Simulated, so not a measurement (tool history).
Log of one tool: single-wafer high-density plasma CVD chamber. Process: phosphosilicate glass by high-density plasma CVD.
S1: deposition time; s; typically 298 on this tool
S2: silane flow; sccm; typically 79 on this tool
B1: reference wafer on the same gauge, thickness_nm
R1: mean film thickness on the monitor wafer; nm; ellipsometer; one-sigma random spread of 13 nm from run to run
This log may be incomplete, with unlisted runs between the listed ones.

Run 1, hour 0.0: usual settings; B1 2776.699. Result: R1 2445.797 nm.
Run 2, hour 35.1: usual settings but S2 69 sccm; B1 2783.281. Result: R1 2153.493 nm.
Run 3, hour 52.5: usual settings but S2 69 sccm; B1 2776.916. Result: R1 2157.526 nm.
Run 4, hour 82.4: usual settings; B1 2779.926. Result: R1 2430.628 nm.
Run 5, hour 109.1: usual settings; B1 2776.518. Result: R1 2466.184 nm.
Run 6, hour 123.5: usual settings; B1 2780.042. Result: R1 2449.416 nm.
Run 7, hour 158.1: usual settings; B1 2785.262. Result: R1 2443.525 nm.
Run 8, hour 176.5: usual settings; B1 2779.193. Result: R1 2460.579 nm.
Run 9, hour 199.3: usual settings; B1 2781.333. Result: R1 2466.682 nm.
Run 10, hour 225.8: usual settings; B1 2780.341. Result: R1 2453.741 nm.
Run 11, hour 254.0: usual settings but S2 87 sccm; B1 2776.877. Result: R1 2693.808 nm.
Run 12, hour 273.8: usual settings but S1 329 s, S2 69 sccm; B1 2782.546. Result: R1 2390.288 nm.
At hour 302.9: gauge calibrated.
Run 13, hour 304.8: usual settings but S1 267 s, S2 68 sccm; B1 2784.106. Result: R1 1911.892 nm.
At hour 325.9: silane flow controller replaced.
Run 14, hour 326.4: usual settings; B1 2781.850. Result: R1 2463.378 nm.
Run 15, hour 338.9: usual settings but S1 269 s, S2 85 sccm; B1 2779.852. Result: R1 2367.368 nm.
Run 16, hour 355.8: usual settings but S1 356 s, S2 88 sccm; B1 2778.919. Result: R1 3236.329 nm.
Run 17, hour 383.0: usual settings but S2 90 sccm; B1 2780.423. Result: R1 2753.474 nm.
Run 18, hour 396.7: usual settings but S1 356 s, S2 88 sccm; B1 2779.521. Result: R1 3215.327 nm.
Run 19, hour 409.7: usual settings but S1 265 s, S2 64 sccm; B1 2781.649. Result: R1 1794.220 nm.
Run 20, hour 423.0: usual settings but S1 327 s, S2 68 sccm; B1 2778.905. Result: R1 2347.099 nm.
Run 21, hour 458.2: usual settings but S1 335 s, S2 73 sccm; B1 2780.041. Result: R1 2537.630 nm.
Run 22, hour 493.6: usual settings but S1 262 s, S2 89 sccm; B1 2779.676. Result: R1 2401.323 nm.
Run 23, hour 508.4: usual settings; B1 2776.785. Result: R1 2449.705 nm.

Predict each of these 4 candidate next runs independently; none follows another, all start after run 23:
Run A, hour 508.9: usual settings but S2 94 sccm; B1 ?. Result: R1 ?.
Run B, hour 508.9: usual settings but S1 352 s, S2 83 sccm; B1 ?. Result: R1 ?.
Run C, hour 508.9: usual settings but S1 242 s, S2 67 sccm; B1 ?. Result: R1 ?.
Run D, hour 508.9: usual settings but S1 269 s, S2 70 sccm; B1 ?. Result: R1 ?.

run        B1        R1
  A  2780.008  2877.967
  B  2780.008  3027.342
  C  2780.008  1709.162
  D  2780.008  1977.414
The same runs, with their run-to-run variation unchanged, on a tool lacking any hidden condition would have given:
run        R1
  A  2877.967
  B  3027.342
  C  1709.162
  D  1977.414
